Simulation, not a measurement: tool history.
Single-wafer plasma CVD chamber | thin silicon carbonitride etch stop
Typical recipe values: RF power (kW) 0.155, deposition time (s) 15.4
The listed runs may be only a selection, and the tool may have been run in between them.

| run | day | RF power (kW) | deposition time (s) | read-back reference wafer on the same gauge, thickness_nm | mean film thickness on the monitor wafer (angstrom) |
|---|---|---|---|---|---|
| 1 | 0 | 0.155 | 14 | 8.256 | 69.97 |
| 2 | 0.575 | 0.155 | 15.4 | 8.259 | 76.69 |
| 3 | 0.917 | 0.155 | 15.4 | 8.254 | 76.65 |
| 4 | 1.546 | 0.155 | 15.4 | 8.26 | 77.47 |
| 5 | 1.846 | 0.155 | 15.4 | 8.241 | 76.47 |
| 6 | 2.542 | 0.155 | 16.6 | 8.248 | 83.27 |
| 7 | 2.858 | 0.155 | 16.6 | 8.26 | 82.37 |
| 8 | 3.371 | 0.155 | 16.6 | 8.258 | 83.41 |
| 9 | 4.038 | 0.155 | 15.4 | 8.237 | 77.26 |
| 10 | 4.583 | 0.155 | 15.4 | 8.257 | 77.03 |
| 11 | 5.175 | 0.155 | 15.4 | 8.236 | 77.43 |
| 12 | 5.621 | 0.155 | 15.4 | 8.255 | 76.88 |
| 13 | 6.129 | 0.155 | 15.4 | 8.249 | 76.89 |
| 14 | 6.617 | 0.155 | 15.4 | 8.244 | 76.86 |
| 15 | 7.117 | 0.155 | 15.4 | 8.235 | 76.76 |
| 16 | 7.779 | 0.17 | 15.4 | 8.262 | 78.9 |
| 17 | 8.271 | 0.135 | 16.8 | 8.264 | 81.22 |
| 18 | 8.933 | 0.13 | 15.4 | 8.246 | 74.01 |
| 19 | 9.533 | 0.135 | 16.7 | 8.267 | 80.47 |
| 20 | 9.812 | 0.155 | 15.4 | 8.245 | 76.35 |
| 21 | 10.346 | 0.145 | 18 | 8.256 | 89.1 |
| 22 | 11.021 | 0.18 | 14.1 | 8.25 | 73.96 |
| 23 | 11.988 | 0.14 | 17.7 | 8.232 | 86.37 |
| 24 | 12 | 0.14 | 12.5 | 8.243 | 60.85 |
| 25 | 12.533 | 0.155 | 15.4 | 8.263 | 77.11 |
| 26 | 13.017 | 0.155 | 15.4 | 8.252 | 76.9 |
| 27 | 13.446 | 0.165 | 15.4 | 8.254 | 78.79 |
| 28 | 13.971 | 0.145 | 17.4 | 8.242 | 85.17 |
| 29 | 14.283 | 0.135 | 15.4 | 8.25 | 74.75 |
| 30 | 16.075 | 0.145 | 16.4 | 8.237 | 80.27 |
| 31 | 16.717 | 0.155 | 15.4 | 8.26 | 77.52 |

Missing from the log above: 4 entries noted between runs. For each, name the pair of listed runs it sits between and say how the tool's hidden condition differs from the listed run just before to the listed run just after:
Between runs 11 and 12: gauge calibrated (day 5.383)
  both runs share identical hidden conditions
Between runs 18 and 19: showerhead replaced (day 9.417)
  both runs share identical hidden conditions
Between runs 22 and 23: RF generator calibrated (day 11.783); thermocouple changed; heater temperature recalibrated (day 11.967)
  both runs share identical hidden conditions

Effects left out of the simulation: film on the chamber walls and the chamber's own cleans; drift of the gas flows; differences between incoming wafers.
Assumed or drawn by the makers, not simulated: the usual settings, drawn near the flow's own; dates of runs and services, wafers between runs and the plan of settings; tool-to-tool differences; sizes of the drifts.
